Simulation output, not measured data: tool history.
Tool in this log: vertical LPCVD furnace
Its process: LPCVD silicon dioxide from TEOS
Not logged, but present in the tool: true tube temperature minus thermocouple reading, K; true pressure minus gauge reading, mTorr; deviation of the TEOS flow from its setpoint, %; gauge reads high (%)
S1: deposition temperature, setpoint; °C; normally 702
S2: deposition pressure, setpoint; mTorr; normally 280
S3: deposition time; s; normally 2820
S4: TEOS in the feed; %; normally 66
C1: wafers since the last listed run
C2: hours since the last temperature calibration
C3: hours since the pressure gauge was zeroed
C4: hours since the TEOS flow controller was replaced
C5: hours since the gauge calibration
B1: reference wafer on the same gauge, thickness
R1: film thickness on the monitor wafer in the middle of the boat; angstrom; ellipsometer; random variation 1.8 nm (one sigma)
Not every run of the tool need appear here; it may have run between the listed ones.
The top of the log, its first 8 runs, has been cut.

run    hour   S1   S2    S3  S4    C1      C2      C3      C4      C5      B1      R1
  9   587.0  696  280  2820  69   747  3599.6  1785.2  4047.3  1459.7  313.94  3286.6
 10   658.8  705  280  2820  66   689  3671.4  1857.0  4119.1  1531.5  314.41  3941.8
      741.6  -- thermocouples replaced and temperature profile calibrated
 11   750.0  702  280  2820  66   645     8.4  1948.2  4210.3  1622.7  313.66  3486.4
      790.8  -- TEOS flow controller replaced
 12   848.0  702  280  2820  66   710   106.4  2046.2    57.2  1720.7  314.20  3497.2
 13   932.9  710  280  2820  66   815   191.3  2131.1   142.1  1805.6  314.29  4229.7
 14  1044.1  710  280  2820  66  1068   302.5  2242.3   253.3  1916.8  313.47  4286.7
 15  1144.5  702  280  2820  66   964   402.9  2342.7   353.7  2017.2  314.27  3588.2
     1199.0  -- pressure gauge zeroed
     1249.1  -- gauge calibrated
 16  1410.5  696  250  3360  70  2324   668.9   211.5   619.7   161.4  314.28  3631.1
 17  1495.9  702  280  2820  66   820   754.3   296.9   705.1   246.8  314.19  3606.0
 18  1602.2  702  280  2820  66  1021   860.6   403.2   811.4   353.1  313.97  3630.9
 19  1684.2  702  280  2820  66   787   942.6   485.2   893.4   435.1  314.44  3585.2
 20  1750.4  702  280  3930  73   635  1008.8   551.4   959.6   501.3  314.53  5335.9
 21  1802.8  702  300  2070  66   503  1061.2   603.8  1012.0   553.7  313.89  2729.6
 22  1908.7  702  280  2820  66  1017  1167.1   709.7  1117.9   659.6  313.96  3613.1
 23  1954.0  702  280  3210  66   435  1212.4   755.0  1163.2   704.9  313.68  4143.0
 24  1997.7  702  280  3900  57   419  1256.1   798.7  1206.9   748.6  314.28  4734.0
 25  2063.1  702  280  2820  56   628  1321.5   864.1  1272.3   814.0  313.92  3331.7
 26  2161.3  695  280  2820  66   943  1419.7   962.3  1370.5   912.2  314.64  3140.8
 27  2261.5  708  325  2820  73   962  1519.9  1062.5  1470.7  1012.4  313.92  4761.7
 28  2344.5  702  280  2820  66   797  1602.9  1145.5  1553.7  1095.4  314.20  3642.6
 29  2452.1  702  245  2820  66  1033  1710.5  1253.1  1661.3  1203.0  314.25  3394.8
 30  2530.2  702  280  3270  66   750  1788.6  1331.2  1739.4  1281.1  314.00  4241.7
 31  2606.9  702  280  2820  66   736  1865.3  1407.9  1816.1  1357.8  313.95  3671.3
 32  2711.6  702  315  2820  55  1005  1970.0  1512.6  1920.8  1462.5  314.07  3570.7

Branching from run 32: 3 alternative next runs. What would each branch give?
  A  2716.1  702  280  2820  61  43  1974.5  1517.1  1925.3  1467.0   ?   ?
  B  2716.1  710  280  1980  66  43  1974.5  1517.1  1925.3  1467.0   ?   ?
  C  2716.1  712  280  2820  66  43  1974.5  1517.1  1925.3  1467.0   ?   ?

run      B1      R1
  A  314.25  3537.1
  B  314.25  3101.6
  C  314.25  4621.8
With the hidden condition removed and each run's random variation left untouched, the same runs would have given:
run      R1
  A  3342.8
  B  2933.9
  C  4373.0

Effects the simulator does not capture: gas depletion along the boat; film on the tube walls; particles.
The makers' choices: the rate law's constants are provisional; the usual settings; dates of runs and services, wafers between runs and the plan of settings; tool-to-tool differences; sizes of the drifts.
